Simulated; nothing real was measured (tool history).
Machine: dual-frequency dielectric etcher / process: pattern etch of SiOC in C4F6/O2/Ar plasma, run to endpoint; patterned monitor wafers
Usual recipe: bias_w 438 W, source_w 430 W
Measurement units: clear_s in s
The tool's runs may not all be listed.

run   hour  bias_w  source_w  incoming incoming film thickness, nm  clear_s
  1      0     438       430                                  51.1     18.5
  2   53.4     438       360                                  51.3     20.3
     103.2  -- wet clean of the chamber
  3  103.7     438       360                                  51.8       20
  4  157.4     438       360                                  51.7       20
  5  242.9     438       430                                  51.2     18.4
  6  316.9     438       430                                  51.3     18.5
  7    366     438       430                                  50.8     18.3
     435.2  -- wet clean of the chamber
  8  454.1     438       320                                  51.5     20.9
     521.4  -- bias power generator calibrated
  9  530.3     438       430                                  51.3       18
 10  582.4     523       530                                  51.3     15.2
 11  627.6     530       350                                  51.2     18.3
     714.3  -- source power generator calibrated
     730.9  -- upper electrode replaced
     821.1  -- wet clean of the chamber
 12  933.9     438       430                                  51.3     18.4

The next listed run, before its measurement:
 13  1023.1     350       480                                  51.2        ?

Run 13 measured clear_s 19.9 s.
Without the tool's hidden state the same run would have given clear_s 19.4 s.

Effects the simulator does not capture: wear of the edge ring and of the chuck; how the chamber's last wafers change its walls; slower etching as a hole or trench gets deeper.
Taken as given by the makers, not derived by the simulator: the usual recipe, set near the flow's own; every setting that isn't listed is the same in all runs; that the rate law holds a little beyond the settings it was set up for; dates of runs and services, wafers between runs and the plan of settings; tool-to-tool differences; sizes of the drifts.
